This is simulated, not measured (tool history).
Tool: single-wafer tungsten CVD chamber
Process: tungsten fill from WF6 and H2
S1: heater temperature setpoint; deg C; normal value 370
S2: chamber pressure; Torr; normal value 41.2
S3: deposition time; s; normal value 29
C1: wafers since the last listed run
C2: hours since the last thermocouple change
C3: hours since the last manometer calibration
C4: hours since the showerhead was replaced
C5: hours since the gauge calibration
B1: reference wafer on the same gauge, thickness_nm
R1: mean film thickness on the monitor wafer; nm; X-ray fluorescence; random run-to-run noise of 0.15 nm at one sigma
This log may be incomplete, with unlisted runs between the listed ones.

run    hour   S1    S2    S3    C1      C2      C3      C4      C5      B1      R1
  1       0  370  43.9    29     0  2365.3   277.2  5939.8  1494.1  51.113  51.297
  2    70.6  370  39.1    29  1555  2435.9   347.8  6010.4  1564.7  51.117  49.201
  3     120  370  39.1    29  1088  2485.3   397.2  6059.8  1614.1   51.09  49.374
  4   163.3  370  41.2    29   953  2528.6   440.5  6103.1  1657.4  51.063  49.947
  5   217.7  370  41.2  27.7  1198    2583   494.9  6157.5  1711.8  51.058  47.877
  6   268.8  370  41.2  27.7  1125  2634.1     546  6208.6  1762.9    51.1  47.675
  7   293.4  370  41.2    29   541  2658.7   570.6  6233.2  1787.5  51.104   49.81
  8   412.8  363  33.3    29  2630  2778.1     690  6352.6  1906.9  51.109  38.774
  9   459.3  370  41.2    29  1024  2824.6   736.5  6399.1  1953.4  51.103  49.737
 10     519  370  41.2    29  1315  2884.3   796.2  6458.8  2013.1  51.083  49.503
 11   575.7  360  47.5    29  1249    2941   852.9  6515.5  2069.8  51.106  40.775
 12   614.7  381  41.2    29   859    2980   891.9  6554.5  2108.8  51.122  64.411
      630.7  -- thermocouple changed; heater temperature recalibrated
      688.7  -- showerhead replaced
 13   734.5  370  41.2  31.4  2286   103.8  1011.7    45.8  2228.6  51.108  56.438
 14   784.7  370  41.2  31.4  1106     154  1061.9      96  2278.8  51.085  56.359
 15   846.6  365  36.4  26.2  1363   215.9  1123.8   157.9  2340.7  51.099  39.538
 16   885.7  370  43.9    29   861     255  1162.9     197  2379.8  51.087  53.397
 17   944.3  377  41.2    29  1291   313.6  1221.5   255.6  2438.4  51.061  61.349
      963.7  -- gauge calibrated
 18   994.7  370  39.1    29  1110     364  1271.9     306      31  51.114  51.239
     1017.3  -- capacitance manometer re-zeroed and calibrated
 19  1033.4  364  44.9  34.1   676   402.7    16.1   344.7    69.7  51.086  54.319
 20  1088.3  361  37.3    29  1209   457.6      71   399.6   124.6  51.082  39.866
 21  1133.6  385  51.1  32.2   998   502.9   116.3   444.9   169.9  51.122  88.315
 22  1158.5  361    33  23.8   548   527.8   141.2   469.8   194.8  51.111  31.393
 23  1199.8  370  37.6    29   909   569.1   182.5   511.1   236.1  51.068   49.92
 24  1225.9  370  46.7    29   575   595.2   208.6   537.2   262.2  51.103  54.344
 25  1271.6  370  41.2  33.1  1006   640.9   254.3   582.9   307.9  51.118  58.901
 26  1303.8  370  41.2    29   709   673.1   286.5   615.1   340.1  51.117    51.5
 27    1368  370  41.2  31.4  1414   737.3   350.7   679.3   404.3  51.157  56.056
 28    1439  379  49.2  30.6  1564   808.3   421.7   750.3   475.3    51.1  71.679
 29  1476.5  370  41.2  31.4   826   845.8   459.2   787.8   512.8  51.119  55.805
 30  1528.4  380  34.1  31.5  1143   897.7   511.1   839.7   564.7  51.102  65.577
 31  1555.4  380  41.2  23.7   594   924.7   538.1   866.7   591.7  51.071  53.026
 32  1597.3  366  41.2  25.1   923   966.6     580   908.6   633.6  51.117  40.294
 33  1624.1  370  41.2    29   590   993.4   606.8   935.4   660.4  51.119  51.324
 34  1670.6  370  31.8    29  1024  1039.9   653.3   981.9   706.9  51.088  46.565
 35  1705.7  382  36.6  27.4   773    1075   688.4    1017     742  51.093  61.228

Predict each of these 3 candidate next runs independently; none follows another, all start after run 35:
  A  1706.1  370  51.4    29   8  1075.4  688.8  1017.4  742.4   ?   ?
  B  1706.1  370  48.2  24.9   8  1075.4  688.8  1017.4  742.4   ?   ?
  C  1706.1  363  50.6  24.2   8  1075.4  688.8  1017.4  742.4   ?   ?

run      B1      R1
  A  51.087  55.852
  B  51.087  46.757
  C  51.087  38.951
The same runs, with their run-to-run variation unchanged, on a tool lacking any hidden condition would have given:
run      R1
  A   56.84
  B  47.584
  C  39.657
